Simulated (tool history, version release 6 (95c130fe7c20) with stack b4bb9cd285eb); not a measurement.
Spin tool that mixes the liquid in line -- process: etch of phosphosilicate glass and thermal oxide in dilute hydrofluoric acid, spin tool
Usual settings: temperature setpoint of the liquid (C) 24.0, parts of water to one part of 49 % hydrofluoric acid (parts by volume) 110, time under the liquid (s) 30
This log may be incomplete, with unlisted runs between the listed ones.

run	hour	temperature setpoint of the liquid (C)	parts of water to one part of 49 % hydrofluoric acid (parts by volume)	time under the liquid (s)	read-back film thickness of the phosphosilicate glass reference wafer, read on the same gauge (nm)	read-back film thickness of the thermal oxide reference wafer, read on the same gauge (nm)	thickness taken off the phosphosilicate glass on a monitor wafer (angstrom)	thickness taken off the thermal oxide on a monitor wafer (angstrom)
1	0.0	24.0	110	30	39.98	110.003	213.4	13.24
2	18.8	24.0	110	30	40.00	109.997	213.8	13.28
3	45.8	24.0	110	30	39.99	109.999	218.8	13.34
4	73.9	24.0	110	30	40.02	109.974	217.3	12.84
5	103.8	24.0	110	30	40.00	109.987	216.6	13.12
6	117.1	24.0	110	30	39.99	110.020	215.0	12.96
# hour 144.1: thermometer replaced
7	174.9	24.0	110	30	40.01	109.949	204.1	13.32
8	207.3	22.5	150	40	40.00	109.985	180.6	11.36
9	231.2	24.0	75	30	40.02	110.011	317.3	19.76
10	266.6	24.0	85	30	40.01	109.985	279.9	16.89
# hour 268.5: gauge calibrated
# hour 322.9: hydrofluoric acid flow meter replaced
11	374.5	21.0	110	35	40.00	109.958	216.4	12.91
12	403.0	21.0	70	20	40.02	109.996	201.0	11.81
13	435.2	21.5	110	35	40.00	109.964	222.6	13.26
14	454.2	24.0	75	30	40.00	110.011	318.2	19.54

Measured minus without-hidden-state, run by run (identical run-to-run variation in each term; gauge scatter may differ):
The tool's hidden condition here consists of: liquid hotter than its thermometer reads (K); hydrofluoric acid flow below the setpoint (%); gauge reads high (%).
run	thickness taken off the phosphosilicate glass on a monitor wafer (angstrom)	thickness taken off the thermal oxide on a monitor wafer (angstrom)
1	+10.5	+0.65
2	+10.8	+0.67
3	+11.4	+0.70
4	+11.8	+0.70
5	+12.1	+0.73
6	+12.1	+0.73
7	+1.1	+0.08
8	+1.4	+0.09
9	+2.9	+0.18
10	+3.2	+0.19
11	+4.0	+0.24
12	+4.3	+0.25
13	+5.1	+0.30
14	+7.7	+0.47
